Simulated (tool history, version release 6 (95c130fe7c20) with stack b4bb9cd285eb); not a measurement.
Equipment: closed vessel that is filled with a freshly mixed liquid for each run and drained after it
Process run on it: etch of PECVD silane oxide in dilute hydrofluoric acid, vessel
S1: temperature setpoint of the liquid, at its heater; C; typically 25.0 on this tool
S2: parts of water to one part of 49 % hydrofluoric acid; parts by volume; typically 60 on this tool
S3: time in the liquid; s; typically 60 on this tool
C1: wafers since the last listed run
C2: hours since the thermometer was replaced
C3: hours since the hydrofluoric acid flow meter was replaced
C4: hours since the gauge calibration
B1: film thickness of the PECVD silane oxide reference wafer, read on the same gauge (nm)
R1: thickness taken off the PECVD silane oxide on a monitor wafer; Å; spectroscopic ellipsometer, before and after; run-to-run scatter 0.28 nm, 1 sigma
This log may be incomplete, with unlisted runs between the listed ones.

run 1 hour=0.0 | S1=25.0 S2=60 S3=60 | C1=0 C2=1792.3 C3=1181.2 C4=266.0 | B1=40.02 | R1=471.7
run 2 hour=124.0 | S1=25.0 S2=60 S3=60 | C1=16681 C2=1916.3 C3=1305.2 C4=390.0 | B1=39.99 | R1=465.5
run 3 hour=184.0 | S1=25.0 S2=60 S3=60 | C1=8071 C2=1976.3 C3=1365.2 C4=450.0 | B1=40.00 | R1=466.7
-- hour=190.1 hydrofluoric acid flow meter replaced
run 4 hour=253.8 | S1=25.0 S2=60 S3=60 | C1=9255 C2=2046.1 C3=63.7 C4=519.8 | B1=40.00 | R1=490.1
run 5 hour=318.0 | S1=25.0 S2=60 S3=60 | C1=8636 C2=2110.3 C3=127.9 C4=584.0 | B1=40.02 | R1=480.2
run 6 hour=365.4 | S1=25.0 S2=60 S3=60 | C1=6376 C2=2157.7 C3=175.3 C4=631.4 | B1=40.00 | R1=484.2
run 7 hour=409.2 | S1=25.0 S2=60 S3=60 | C1=5892 C2=2201.5 C3=219.1 C4=675.2 | B1=40.00 | R1=478.3
run 8 hour=615.1 | S1=25.0 S2=60 S3=60 | C1=27699 C2=2407.4 C3=425.0 C4=881.1 | B1=39.99 | R1=474.2
run 9 hour=656.2 | S1=25.0 S2=60 S3=60 | C1=5529 C2=2448.5 C3=466.1 C4=922.2 | B1=40.00 | R1=474.5
run 10 hour=705.6 | S1=25.0 S2=60 S3=35 | C1=6645 C2=2497.9 C3=515.5 C4=971.6 | B1=39.99 | R1=272.8
run 11 hour=760.6 | S1=25.0 S2=60 S3=35 | C1=7398 C2=2552.9 C3=570.5 C4=1026.6 | B1=39.99 | R1=273.4
run 12 hour=825.7 | S1=25.0 S2=60 S3=35 | C1=8757 C2=2618.0 C3=635.6 C4=1091.7 | B1=39.99 | R1=271.7
run 13 hour=885.4 | S1=25.0 S2=60 S3=60 | C1=8031 C2=2677.7 C3=695.3 C4=1151.4 | B1=40.01 | R1=465.0
-- hour=921.3 thermometer replaced
run 14 hour=938.1 | S1=25.0 S2=60 S3=60 | C1=6955 C2=16.8 C3=748.0 C4=1204.1 | B1=39.99 | R1=510.6
-- hour=939.4 gauge calibrated
run 15 hour=974.3 | S1=23.0 S2=85 S3=60 | C1=4869 C2=53.0 C3=784.2 C4=34.9 | B1=39.99 | R1=323.3
run 16 hour=1022.7 | S1=23.0 S2=90 S3=50 | C1=6511 C2=101.4 C3=832.6 C4=83.3 | B1=40.00 | R1=249.2
run 17 hour=1066.6 | S1=27.5 S2=90 S3=95 | C1=5905 C2=145.3 C3=876.5 C4=127.2 | B1=40.00 | R1=568.1
run 18 hour=1128.6 | S1=25.0 S2=30 S3=40 | C1=8340 C2=207.3 C3=938.5 C4=189.2 | B1=40.02 | R1=696.0
run 19 hour=1170.1 | S1=25.0 S2=60 S3=60 | C1=5582 C2=248.8 C3=980.0 C4=230.7 | B1=39.98 | R1=497.2
run 20 hour=1214.6 | S1=25.0 S2=60 S3=60 | C1=5986 C2=293.3 C3=1024.5 C4=275.2 | B1=40.01 | R1=497.7
run 21 hour=1249.9 | S1=21.5 S2=60 S3=60 | C1=4748 C2=328.6 C3=1059.8 C4=310.5 | B1=40.00 | R1=432.0
-- hour=1309.5 hydrofluoric acid flow meter replaced
run 22 hour=1319.0 | S1=25.0 S2=60 S3=60 | C1=9161 C2=397.7 C3=9.5 C4=379.6 | B1=40.01 | R1=521.8
run 23 hour=1382.0 | S1=25.0 S2=60 S3=60 | C1=8475 C2=460.7 C3=72.5 C4=442.6 | B1=40.01 | R1=517.2
run 24 hour=1435.1 | S1=21.0 S2=70 S3=60 | C1=7143 C2=513.8 C3=125.6 C4=495.7 | B1=39.99 | R1=370.8
run 25 hour=1498.2 | S1=23.0 S2=50 S3=60 | C1=8488 C2=576.9 C3=188.7 C4=558.8 | B1=40.03 | R1=571.0
run 26 hour=1562.3 | S1=23.0 S2=60 S3=70 | C1=8623 C2=641.0 C3=252.8 C4=622.9 | B1=40.00 | R1=545.4
run 27 hour=1617.7 | S1=20.5 S2=60 S3=30 | C1=7452 C2=696.4 C3=308.2 C4=678.3 | B1=40.02 | R1=210.5
run 28 hour=1775.4 | S1=25.0 S2=60 S3=60 | C1=21214 C2=854.1 C3=465.9 C4=836.0 | B1=40.00 | R1=503.0
run 29 hour=1834.6 | S1=25.0 S2=60 S3=60 | C1=7964 C2=913.3 C3=525.1 C4=895.2 | B1=40.00 | R1=499.8
run 30 hour=1882.8 | S1=27.5 S2=35 S3=40 | C1=6484 C2=961.5 C3=573.3 C4=943.4 | B1=40.00 | R1=655.0

For some of the steps in R1 from one run to the next: how much would appear even if the tool had no hidden state, given the settings, what came in and random variation, and how much remains for the hidden state plus any gauge scatter that the measured result and the result without hidden state don't share?
The tool's hidden condition here consists of: liquid colder than its thermometer reads (K); hydrofluoric acid flow below the setpoint (%); gauge reads high (%).
Run 9 -> 10: S3 60 -> 35. R1 -201.7 Å: hidden state +26.0, all else -227.7.
Run 12 -> 13: S3 35 -> 60. R1 +193.3 Å: hidden state -31.5, all else +224.8.
Run 13 -> 14: thermometer replaced. R1 +45.6 Å: hidden state +46.4, all else -0.8.
Run 16 -> 17: S1 23.0 -> 27.5, S3 50 -> 95. R1 +318.9 Å: hidden state -20.6, all else +339.5.
Run 26 -> 27: S1 23.0 -> 20.5, S3 70 -> 30. R1 -334.9 Å: hidden state +15.7, all else -350.6.
Run 27 -> 28: S1 20.5 -> 25.0, S3 30 -> 60. R1 +292.5 Å: hidden state -22.1, all else +314.6.

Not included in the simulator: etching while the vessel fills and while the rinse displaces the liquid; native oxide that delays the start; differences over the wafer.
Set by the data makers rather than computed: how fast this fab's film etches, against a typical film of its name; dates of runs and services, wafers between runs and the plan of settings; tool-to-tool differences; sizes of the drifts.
